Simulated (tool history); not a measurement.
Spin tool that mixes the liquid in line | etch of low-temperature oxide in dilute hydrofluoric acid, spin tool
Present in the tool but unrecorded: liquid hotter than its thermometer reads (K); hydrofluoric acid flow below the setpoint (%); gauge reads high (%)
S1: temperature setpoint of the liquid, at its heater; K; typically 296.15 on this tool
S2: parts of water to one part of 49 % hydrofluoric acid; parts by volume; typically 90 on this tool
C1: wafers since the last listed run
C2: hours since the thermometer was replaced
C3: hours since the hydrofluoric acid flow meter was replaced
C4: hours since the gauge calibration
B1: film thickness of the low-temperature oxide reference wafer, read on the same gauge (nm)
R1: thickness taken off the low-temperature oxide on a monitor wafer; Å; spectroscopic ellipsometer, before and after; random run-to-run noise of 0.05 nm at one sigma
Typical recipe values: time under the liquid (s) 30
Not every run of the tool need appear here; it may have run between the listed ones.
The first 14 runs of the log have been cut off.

run 15 day=52.900 | S1=300.65 S2=120 time_under_the_liquid_(s)=30 | C1=688 C2=1656.1 C3=374.0 C4=221.5 | B1=40.00 | R1=101.1
run 16 day=57.904 | S1=296.15 S2=90 time_under_the_liquid_(s)=20 | C1=2017 C2=1776.2 C3=494.1 C4=341.6 | B1=39.99 | R1=78.2
run 17 day=59.454 | S1=296.15 S2=55 time_under_the_liquid_(s)=30 | C1=624 C2=1813.4 C3=531.3 C4=378.8 | B1=40.01 | R1=200.1
run 18 day=63.808 | S1=299.15 S2=90 time_under_the_liquid_(s)=45 | C1=1755 C2=1917.9 C3=635.8 C4=483.3 | B1=40.01 | R1=196.5
-- day=70.546 thermometer replaced
run 19 day=75.342 | S1=299.65 S2=115 time_under_the_liquid_(s)=50 | C1=4633 C2=115.1 C3=912.6 C4=760.1 | B1=39.99 | R1=168.4
run 20 day=79.725 | S1=298.65 S2=45 time_under_the_liquid_(s)=40 | C1=1767 C2=220.3 C3=1017.8 C4=865.3 | B1=39.98 | R1=363.3
run 21 day=84.121 | S1=296.15 S2=125 time_under_the_liquid_(s)=30 | C1=1772 C2=325.8 C3=1123.3 C4=970.8 | B1=40.05 | R1=79.5
run 22 day=86.504 | S1=294.15 S2=90 time_under_the_liquid_(s)=40 | C1=960 C2=383.0 C3=1180.5 C4=1028.0 | B1=39.99 | R1=140.8
run 23 day=90.667 | S1=296.15 S2=90 time_under_the_liquid_(s)=30 | C1=1678 C2=482.9 C3=1280.4 C4=1127.9 | B1=39.98 | R1=114.4
run 24 day=92.375 | S1=296.15 S2=90 time_under_the_liquid_(s)=45 | C1=688 C2=523.9 C3=1321.4 C4=1168.9 | B1=40.01 | R1=170.9
run 25 day=95.888 | S1=292.65 S2=105 time_under_the_liquid_(s)=40 | C1=1416 C2=608.2 C3=1405.7 C4=1253.2 | B1=40.01 | R1=111.0
-- day=99.025 hydrofluoric acid flow meter replaced
run 26 day=99.046 | S1=296.15 S2=115 time_under_the_liquid_(s)=30 | C1=1256 C2=684.0 C3=0.5 C4=1329.0 | B1=40.01 | R1=89.4

Run 27 has not been measured yet. What should we expect?
run 27 day=100.538 | S1=291.65 S2=135 time_under_the_liquid_(s)=20 | C1=601 C2=719.8 C3=36.3 C4=1364.8 | B1=? | R1=?

B1: 39.99
R1: 41.7 Å
With the hidden condition absent and the run-to-run variation left alone, this run would have shown R1 41.9 Å.

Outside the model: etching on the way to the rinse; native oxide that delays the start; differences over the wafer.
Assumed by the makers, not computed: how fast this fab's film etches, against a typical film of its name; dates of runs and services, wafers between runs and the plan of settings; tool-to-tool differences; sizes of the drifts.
